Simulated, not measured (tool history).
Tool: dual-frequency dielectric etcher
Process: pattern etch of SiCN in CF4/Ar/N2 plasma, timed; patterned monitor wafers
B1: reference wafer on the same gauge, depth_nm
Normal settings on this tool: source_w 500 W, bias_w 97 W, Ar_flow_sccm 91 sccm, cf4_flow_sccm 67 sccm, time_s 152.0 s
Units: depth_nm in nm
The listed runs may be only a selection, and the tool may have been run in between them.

run 1 hour=0.0 | source_w=500 bias_w=111 Ar_flow_sccm=91 cf4_flow_sccm=67 time_s=152.0 | B1=149.0 | depth_nm=174.6
run 2 hour=8.8 | source_w=500 bias_w=111 Ar_flow_sccm=91 cf4_flow_sccm=67 time_s=152.0 | B1=149.0 | depth_nm=175.2
run 3 hour=36.6 | source_w=500 bias_w=97 Ar_flow_sccm=91 cf4_flow_sccm=67 time_s=152.0 | B1=149.0 | depth_nm=168.8
run 4 hour=50.5 | source_w=500 bias_w=97 Ar_flow_sccm=91 cf4_flow_sccm=67 time_s=152.0 | B1=149.2 | depth_nm=169.7
-- hour=66.2 source power generator calibrated
-- hour=67.8 Ar flow controller replaced
run 5 hour=68.3 | source_w=500 bias_w=97 Ar_flow_sccm=91 cf4_flow_sccm=67 time_s=152.0 | B1=149.1 | depth_nm=170.0
-- hour=75.2 bias power generator calibrated
run 6 hour=89.1 | source_w=500 bias_w=97 Ar_flow_sccm=91 cf4_flow_sccm=67 time_s=152.0 | B1=149.0 | depth_nm=171.8
run 7 hour=102.5 | source_w=570 bias_w=84 Ar_flow_sccm=84 cf4_flow_sccm=67 time_s=132.0 | B1=148.9 | depth_nm=156.0
-- hour=113.6 gauge calibrated
run 8 hour=137.7 | source_w=500 bias_w=97 Ar_flow_sccm=91 cf4_flow_sccm=78 time_s=152.0 | B1=148.9 | depth_nm=174.7
run 9 hour=170.8 | source_w=540 bias_w=97 Ar_flow_sccm=91 cf4_flow_sccm=51 time_s=140.0 | B1=148.8 | depth_nm=159.7
-- hour=252.0 CF4 flow controller replaced
-- hour=277.4 wet clean of the chamber
run 10 hour=277.9 | source_w=500 bias_w=97 Ar_flow_sccm=91 cf4_flow_sccm=67 time_s=152.0 | B1=148.9 | depth_nm=168.6
run 11 hour=295.6 | source_w=500 bias_w=97 Ar_flow_sccm=91 cf4_flow_sccm=67 time_s=152.0 | B1=149.1 | depth_nm=168.4
run 12 hour=313.2 | source_w=500 bias_w=97 Ar_flow_sccm=91 cf4_flow_sccm=79 time_s=131.5 | B1=148.8 | depth_nm=148.0
run 13 hour=332.0 | source_w=500 bias_w=97 Ar_flow_sccm=81 cf4_flow_sccm=67 time_s=152.0 | B1=149.2 | depth_nm=171.7
run 14 hour=349.7 | source_w=500 bias_w=97 Ar_flow_sccm=91 cf4_flow_sccm=67 time_s=152.0 | B1=148.8 | depth_nm=169.4
run 15 hour=375.6 | source_w=500 bias_w=80 Ar_flow_sccm=91 cf4_flow_sccm=67 time_s=152.0 | B1=149.0 | depth_nm=161.7
run 16 hour=409.3 | source_w=500 bias_w=107 Ar_flow_sccm=91 cf4_flow_sccm=83 time_s=152.0 | B1=148.7 | depth_nm=178.8
run 17 hour=436.1 | source_w=440 bias_w=97 Ar_flow_sccm=105 cf4_flow_sccm=67 time_s=152.0 | B1=149.1 | depth_nm=156.6
run 18 hour=465.9 | source_w=500 bias_w=83 Ar_flow_sccm=91 cf4_flow_sccm=67 time_s=152.0 | B1=148.9 | depth_nm=165.3
run 19 hour=481.8 | source_w=500 bias_w=97 Ar_flow_sccm=81 cf4_flow_sccm=67 time_s=120.0 | B1=149.3 | depth_nm=137.2
run 20 hour=505.4 | source_w=590 bias_w=110 Ar_flow_sccm=71 cf4_flow_sccm=54 time_s=152.0 | B1=148.9 | depth_nm=196.8

Forecast each of these 5 alternatives for the next run:
run A hour=505.9 | source_w=500 bias_w=97 Ar_flow_sccm=91 cf4_flow_sccm=67 time_s=152.0 | B1=? | depth_nm=?
run B hour=505.9 | source_w=460 bias_w=97 Ar_flow_sccm=91 cf4_flow_sccm=67 time_s=152.0 | B1=? | depth_nm=?
run C hour=505.9 | source_w=500 bias_w=97 Ar_flow_sccm=114 cf4_flow_sccm=67 time_s=131.5 | B1=? | depth_nm=?
run D hour=505.9 | source_w=540 bias_w=97 Ar_flow_sccm=91 cf4_flow_sccm=79 time_s=180.5 | B1=? | depth_nm=?
run E hour=505.9 | source_w=500 bias_w=97 Ar_flow_sccm=91 cf4_flow_sccm=67 time_s=111.5 | B1=? | depth_nm=?

run=A B1=148.9 depth_nm=170.7
run=B B1=148.9 depth_nm=162.8
run=C B1=148.9 depth_nm=144.1
run=D B1=148.9 depth_nm=216.2
run=E B1=148.9 depth_nm=125.2
Take away the tool's hidden state, keep each run's random variation, and the runs would have read:
run=A depth_nm=165.5
run=B depth_nm=157.8
run=C depth_nm=139.7
run=D depth_nm=209.6
run=E depth_nm=121.4

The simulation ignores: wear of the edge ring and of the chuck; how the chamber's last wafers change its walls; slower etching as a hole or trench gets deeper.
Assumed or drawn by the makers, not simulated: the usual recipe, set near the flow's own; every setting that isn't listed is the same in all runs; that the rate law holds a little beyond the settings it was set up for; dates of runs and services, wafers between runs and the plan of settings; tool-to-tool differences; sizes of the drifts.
